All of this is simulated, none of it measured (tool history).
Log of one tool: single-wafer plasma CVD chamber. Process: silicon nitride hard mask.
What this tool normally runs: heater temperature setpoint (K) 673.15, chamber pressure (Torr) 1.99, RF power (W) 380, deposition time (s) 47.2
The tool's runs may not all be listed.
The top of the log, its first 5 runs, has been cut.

run     day  heater temperature setpoint (K)  chamber pressure (Torr)  RF power (W)  deposition time (s)  read-back reference wafer on the same gauge, thickness_nm  mean film thickness on the monitor wafer (angstrom)
      2.829  -- thermocouple changed; heater temperature recalibrated
  6    2.85                           673.15                     1.99           380                 47.2                                                     62.609                                               687.99
  7   3.438                           673.15                     1.99           380                 49.4                                                     62.565                                               720.27
  8   4.067                           673.15                     1.99           380                 47.2                                                     62.606                                               687.58
  9   4.804                           673.15                     1.99           380                 47.2                                                     62.585                                               682.84
 10   5.479                           673.15                     1.99           380                 51.6                                                     62.558                                               747.66
      6.388  -- gauge calibrated
      6.408  -- capacitance manometer re-zeroed and calibrated
 11   6.429                           673.15                     1.99           380                 51.6                                                     62.665                                               747.64
 12   6.654                           673.15                     1.99           380                 47.2                                                     62.632                                               681.59
 13   7.112                           677.15                     1.99           380                 47.2                                                     62.665                                               687.51
      7.808  -- showerhead replaced
 14   7.829                           688.15                     1.99           380                 47.2                                                     62.577                                               679.15
 15   8.042                           686.15                     1.79           405                 42.2                                                     62.587                                               606.17
 16   8.612                           662.15                     2.31           340                 38.7                                                     62.576                                               556.15
 17   9.038                           661.15                     1.76           380                 50.9                                                     62.631                                               717.92
 18   9.758                           679.15                     1.99           380                 47.2                                                     62.645                                               683.56
 19  10.462                           673.15                     1.99           440                 53.7                                                     62.619                                               839.04
 20  10.988                           673.15                     1.99           380                 47.2                                                     62.601                                                  683
 21  11.596                           673.15                     1.99           380                 47.2                                                     62.556                                               688.62
     12.121  -- RF generator calibrated
 22  12.304                           658.15                     1.73           380                 56.2                                                     62.555                                               816.38
 23  12.904                           673.15                     1.99           380                 47.2                                                     62.616                                               709.95
 24  13.333                           673.15                     1.99           380                 47.2                                                     62.594                                               707.76
 25  13.854                           673.15                     2.32           380                 47.2                                                     62.637                                               741.48
 26  14.146                           673.15                     1.99           310                 50.7                                                     62.553                                               682.73
 27  14.517                           664.15                     1.99           425                 41.5                                                     62.605                                               661.65
 28  15.021                           673.15                     1.99           380                 47.2                                                     62.584                                               707.05
 29  15.567                           659.15                     1.73           360                 56.2                                                     62.596                                               793.32
 30  16.304                           673.15                     2.26           380                 47.2                                                     62.593                                               726.12

Branching from run 30: 3 alternative next runs. What would each branch give?
  A  16.321                           673.15                     1.99           380                 47.2                                                          ?                                                    ?
  B  16.321                           673.15                     2.33           445                 47.2                                                          ?                                                    ?
  C  16.321                           684.15                     2.45           330                 47.2                                                          ?                                                    ?

run  read-back reference wafer on the same gauge, thickness_nm  mean film thickness on the monitor wafer (angstrom)
  A                                                      62.62                                                708.6
  B                                                      62.62                                                800.4
  C                                                      62.62                                               695.46
Stripped of hidden state, with their random variation kept, the same runs would have yielded:
run  mean film thickness on the monitor wafer (angstrom)
  A                                               717.91
  B                                               810.15
  C                                                704.6
